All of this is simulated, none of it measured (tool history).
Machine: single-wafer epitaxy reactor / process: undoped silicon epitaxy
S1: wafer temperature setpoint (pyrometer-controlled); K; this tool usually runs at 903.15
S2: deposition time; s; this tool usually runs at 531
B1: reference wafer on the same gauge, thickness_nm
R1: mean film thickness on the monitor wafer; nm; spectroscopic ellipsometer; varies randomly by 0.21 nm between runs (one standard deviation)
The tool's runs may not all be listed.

run 1 hour=0 | S1=903.15 S2=531 | B1=70.078 | R1=58.808
run 2 hour=34.5 | S1=903.15 S2=531 | B1=70.094 | R1=58.668
run 3 hour=69.3 | S1=903.15 S2=599 | B1=70.071 | R1=66.276
run 4 hour=100.7 | S1=903.15 S2=599 | B1=70.046 | R1=66.344
run 5 hour=114 | S1=903.15 S2=599 | B1=70.099 | R1=66.451
run 6 hour=148.1 | S1=903.15 S2=531 | B1=70.11 | R1=58.526
run 7 hour=183.9 | S1=897.15 S2=531 | B1=70.126 | R1=52.076
run 8 hour=198.8 | S1=914.15 S2=481 | B1=70.094 | R1=66.436
run 9 hour=234.3 | S1=914.15 S2=481 | B1=70.163 | R1=65.889
run 10 hour=252.4 | S1=914.15 S2=481 | B1=70.153 | R1=65.799
run 11 hour=286.4 | S1=911.15 S2=531 | B1=70.127 | R1=68.809
run 12 hour=312.5 | S1=911.15 S2=531 | B1=70.073 | R1=68.168
run 13 hour=344.2 | S1=903.15 S2=531 | B1=70.096 | R1=58.104
run 14 hour=377.4 | S1=903.15 S2=531 | B1=70.127 | R1=58.146
run 15 hour=394.2 | S1=903.15 S2=531 | B1=70.118 | R1=58.298
run 16 hour=409.3 | S1=903.15 S2=531 | B1=70.076 | R1=58.144
run 17 hour=429.8 | S1=903.15 S2=531 | B1=70.081 | R1=58.101
run 18 hour=443 | S1=903.15 S2=531 | B1=70.112 | R1=58.293
run 19 hour=460.9 | S1=903.15 S2=531 | B1=70.032 | R1=58.276
run 20 hour=528.1 | S1=903.15 S2=578 | B1=70.135 | R1=62.961
run 21 hour=559 | S1=903.15 S2=578 | B1=70.116 | R1=62.891
run 22 hour=571.9 | S1=910.15 S2=469 | B1=70.09 | R1=58.787
run 23 hour=584.8 | S1=903.15 S2=588 | B1=70.105 | R1=63.834
run 24 hour=612.7 | S1=903.15 S2=592 | B1=70.081 | R1=64.351
run 25 hour=636.9 | S1=903.15 S2=531 | B1=70.079 | R1=57.42
run 26 hour=655.8 | S1=913.15 S2=501 | B1=70.084 | R1=66.805
run 27 hour=671.8 | S1=898.15 S2=573 | B1=70.064 | R1=56.136
run 28 hour=696.1 | S1=903.15 S2=531 | B1=70.054 | R1=57.524
run 29 hour=726.1 | S1=912.15 S2=459 | B1=70.124 | R1=59.369
run 30 hour=756.7 | S1=891.15 S2=531 | B1=70.166 | R1=44.909
-- hour=764 gauge calibrated
run 31 hour=774.2 | S1=914.15 S2=467 | B1=70.079 | R1=62.552
run 32 hour=809.9 | S1=890.15 S2=448 | B1=70.096 | R1=37.08
run 33 hour=843 | S1=917.15 S2=531 | B1=70.143 | R1=75.5
-- hour=868.3 pyrometer calibrated
run 34 hour=868.8 | S1=903.15 S2=531 | B1=70.125 | R1=59.498
run 35 hour=885.4 | S1=914.15 S2=531 | B1=70.079 | R1=73.324
run 36 hour=908.4 | S1=903.15 S2=496 | B1=70.031 | R1=55.322
run 37 hour=927.1 | S1=903.15 S2=457 | B1=70.107 | R1=50.852
run 38 hour=957.3 | S1=894.15 S2=428 | B1=70.076 | R1=39.791
run 39 hour=976.5 | S1=897.15 S2=612 | B1=70.071 | R1=60.374
run 40 hour=989.2 | S1=903.15 S2=448 | B1=70.055 | R1=49.85
run 41 hour=1014.3 | S1=911.15 S2=618 | B1=70.084 | R1=80.359
run 42 hour=1040.5 | S1=903.15 S2=531 | B1=70.074 | R1=58.887
run 43 hour=1073.4 | S1=908.15 S2=493 | B1=70.155 | R1=60.503
run 44 hour=1103.9 | S1=903.15 S2=531 | B1=70.167 | R1=58.625
run 45 hour=1123 | S1=914.15 S2=586 | B1=70.143 | R1=80.394

Predict each of these 5 candidate next runs independently; none follows another, all start after run 45:
run A hour=1123.5 | S1=903.15 S2=531 | B1=? | R1=?
run B hour=1123.5 | S1=894.15 S2=531 | B1=? | R1=?
run C hour=1123.5 | S1=894.15 S2=630 | B1=? | R1=?
run D hour=1123.5 | S1=915.15 S2=430 | B1=? | R1=?
run E hour=1123.5 | S1=907.15 S2=473 | B1=? | R1=?

run=A B1=70.098 R1=58.844
run=B B1=70.098 R1=49.046
run=C B1=70.098 R1=58.19
run=D B1=70.098 R1=60.451
run=E B1=70.098 R1=56.778
The same runs, with their run-to-run variation unchanged, on a tool lacking any hidden condition would have given:
run=A R1=59.66
run=B R1=49.739
run=C R1=59.012
run=D R1=61.27
run=E R1=57.559
